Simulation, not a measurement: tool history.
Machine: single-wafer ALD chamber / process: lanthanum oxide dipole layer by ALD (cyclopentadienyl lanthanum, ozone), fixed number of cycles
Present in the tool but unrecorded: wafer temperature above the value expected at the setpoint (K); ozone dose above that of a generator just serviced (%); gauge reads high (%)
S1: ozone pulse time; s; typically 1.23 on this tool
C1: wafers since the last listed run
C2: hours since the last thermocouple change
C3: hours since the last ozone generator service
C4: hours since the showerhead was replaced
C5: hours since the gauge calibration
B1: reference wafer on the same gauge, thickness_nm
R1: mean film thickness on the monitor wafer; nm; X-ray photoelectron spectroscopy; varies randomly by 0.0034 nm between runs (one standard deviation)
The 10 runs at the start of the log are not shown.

| run | hour | S1 | C1 | C2 | C3 | C4 | C5 | B1 | R1 |
|---|---|---|---|---|---|---|---|---|---|
|  | 740.4 | gauge calibrated |
| 11 | 743.8 | 1.23 | 1918 | 235.9 | 1045.9 | 7334.2 | 3.4 | 0.483 | 0.545 |
|  | 799.9 | showerhead replaced |
| 12 | 848.4 | 1.40 | 2219 | 340.5 | 1150.5 | 48.5 | 108.0 | 0.484 | 0.566 |
|  | 900.8 | ozone generator serviced |
| 13 | 916.0 | 1.23 | 1369 | 408.1 | 15.2 | 116.1 | 175.6 | 0.482 | 0.571 |
| 14 | 981.4 | 0.81 | 1502 | 473.5 | 80.6 | 181.5 | 241.0 | 0.483 | 0.428 |
| 15 | 1051.2 | 1.38 | 1603 | 543.3 | 150.4 | 251.3 | 310.8 | 0.483 | 0.590 |
| 16 | 1150.1 | 1.45 | 2271 | 642.2 | 249.3 | 350.2 | 409.7 | 0.483 | 0.601 |
| 17 | 1194.0 | 1.23 | 1008 | 686.1 | 293.2 | 394.1 | 453.6 | 0.483 | 0.572 |
| 18 | 1255.9 | 1.36 | 1421 | 748.0 | 355.1 | 456.0 | 515.5 | 0.484 | 0.588 |
| 19 | 1346.1 | 0.79 | 2071 | 838.2 | 445.3 | 546.2 | 605.7 | 0.482 | 0.409 |
| 20 | 1447.0 | 1.00 | 2317 | 939.1 | 546.2 | 647.1 | 706.6 | 0.484 | 0.506 |
| 21 | 1512.9 | 1.23 | 1513 | 1005.0 | 612.1 | 713.0 | 772.5 | 0.484 | 0.566 |
| 22 | 1616.8 | 0.91 | 2386 | 1108.9 | 716.0 | 816.9 | 876.4 | 0.483 | 0.465 |
| 23 | 1668.3 | 1.23 | 1183 | 1160.4 | 767.5 | 868.4 | 927.9 | 0.482 | 0.558 |
| 24 | 1767.4 | 1.23 | 2276 | 1259.5 | 866.6 | 967.5 | 1027.0 | 0.483 | 0.558 |
| 25 | 1865.6 | 1.23 | 2255 | 1357.7 | 964.8 | 1065.7 | 1125.2 | 0.483 | 0.552 |
| 26 | 1907.4 | 1.66 | 960 | 1399.5 | 1006.6 | 1107.5 | 1167.0 | 0.484 | 0.605 |
| 27 | 1995.9 | 1.23 | 2032 | 1488.0 | 1095.1 | 1196.0 | 1255.5 | 0.484 | 0.537 |
|  | 2027.2 | ozone generator serviced |
| 28 | 2092.7 | 1.10 | 2039 | 1584.8 | 65.5 | 1292.8 | 1352.3 | 0.484 | 0.545 |

Run 29 has not been measured yet. What should we expect?
| 29 | 2129.3 | 1.05 | 840 | 1621.4 | 102.1 | 1329.4 | 1388.9 | ? | ? |

Run 29 yielded B1 0.483, R1 0.524 nm.
On a tool with no hidden condition, and with the same random variation, this run would have come out at R1 0.528 nm.

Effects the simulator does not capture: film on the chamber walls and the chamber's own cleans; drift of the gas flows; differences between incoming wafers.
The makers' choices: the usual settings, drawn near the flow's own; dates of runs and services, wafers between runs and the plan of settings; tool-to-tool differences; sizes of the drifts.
